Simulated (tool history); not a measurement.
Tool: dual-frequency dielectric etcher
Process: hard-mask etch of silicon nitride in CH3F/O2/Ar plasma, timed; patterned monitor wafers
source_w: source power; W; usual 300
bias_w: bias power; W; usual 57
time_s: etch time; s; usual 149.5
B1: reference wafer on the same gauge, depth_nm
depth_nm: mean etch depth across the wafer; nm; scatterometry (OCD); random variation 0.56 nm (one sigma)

Run 1, day 0: usual settings; B1 75. Result: depth_nm 88.2 nm.
Run 2, day 1.004: usual settings; B1 75.1. Result: depth_nm 88.4 nm.
Run 3, day 3.062: usual settings; B1 74.8. Result: depth_nm 89.8 nm.
Run 4, day 5.646: usual settings; B1 74.9. Result: depth_nm 89 nm.
Run 5, day 7.3: usual settings; B1 74.8. Result: depth_nm 88.6 nm.
Run 6, day 15.621: usual settings but time_s 135 s; B1 74.9. Result: depth_nm 81.3 nm.
At day 18.658: wet clean of the chamber.
Run 7, day 18.679: usual settings but time_s 135 s; B1 75. Result: depth_nm 83.6 nm.
Run 8, day 20.812: usual settings but source_w 270 W; B1 74.7. Result: depth_nm 88.9 nm.
Run 9, day 23.667: usual settings but source_w 270 W; B1 74.9. Result: depth_nm 90.1 nm.
At day 25.05: gauge calibrated.
Run 10, day 26.15: usual settings but source_w 270 W; B1 74.9. Result: depth_nm 91 nm.
At day 28.729: upper electrode replaced.
Run 11, day 28.75: usual settings but source_w 360 W, time_s 183 s; B1 74.7. Result: depth_nm 120.8 nm.
At day 29.792: wet clean of the chamber, repeated, since the last time left the tool worse.
Run 12, day 29.812: usual settings but source_w 360 W, time_s 183 s; B1 74.9. Result: depth_nm 113.6 nm.
Run 13, day 31.933: usual settings but source_w 360 W, time_s 124.5 s; B1 75. Result: depth_nm 76.5 nm.
Run 14, day 34.758: usual settings but source_w 380 W, bias_w 70 W, time_s 172.5 s; B1 74.9. Result: depth_nm 114.9 nm.
At day 35.629: bias power generator calibrated.
Run 15, day 36.292: usual settings but source_w 380 W, bias_w 70 W, time_s 162.5 s; B1 74.9. Result: depth_nm 109.4 nm.
At day 39.046: source power generator calibrated.
Run 16, day 39.062: usual settings but source_w 260 W, bias_w 51 W, time_s 129.5 s; B1 75. Result: depth_nm 71.3 nm.
Run 17, day 41.725: usual settings but bias_w 49 W, time_s 177 s; B1 75. Result: depth_nm 100.5 nm.
Run 18, day 43.479: usual settings; B1 74.8. Result: depth_nm 89 nm.
Run 19, day 45.108: usual settings; B1 75. Result: depth_nm 88.9 nm.
Run 20, day 47.154: usual settings but source_w 270 W, bias_w 68 W, time_s 173.5 s; B1 74.8. Result: depth_nm 106.3 nm.
Run 21, day 49.788: usual settings; B1 75. Result: depth_nm 89.9 nm.
Run 22, day 51.083: usual settings but source_w 270 W; B1 74.9. Result: depth_nm 86.1 nm.
Run 23, day 53.142: usual settings but source_w 260 W, time_s 132 s; B1 74.9. Result: depth_nm 76.2 nm.
Run 24, day 54.692: usual settings but source_w 280 W, bias_w 64 W, time_s 164 s; B1 74.9. Result: depth_nm 99.9 nm.
At day 56.079: wet clean of the chamber.
Run 25, day 57.4: usual settings but source_w 340 W, bias_w 48 W; B1 74.9. Result: depth_nm 86.6 nm.
Run 26, day 60.004: usual settings; B1 74.7. Result: depth_nm 86.6 nm.

The tool's hidden state at each run:
source power that arrives over what is set, %: 0 in every run
bias power that arrives over what is set, %: 0 in every run
gauge reads high (%): 0 in every run
H1: etch rate over this chamber's usual, %
run       H1
  1      1.1
  2     1.23
  3     1.49
  4     1.81
  5     2.01
  6     3.05
  7     5.54
  8     5.81
  9     6.16
 10     6.47
 11     6.79
 12   -0.326
 13  -0.0623
 14    0.289
 15     0.48
 16    0.825
 17     1.16
 18     1.37
 19     1.58
 20     1.83
 21     2.16
 22     2.32
 23     2.58
 24     2.77
 25    0.172
 26    0.496
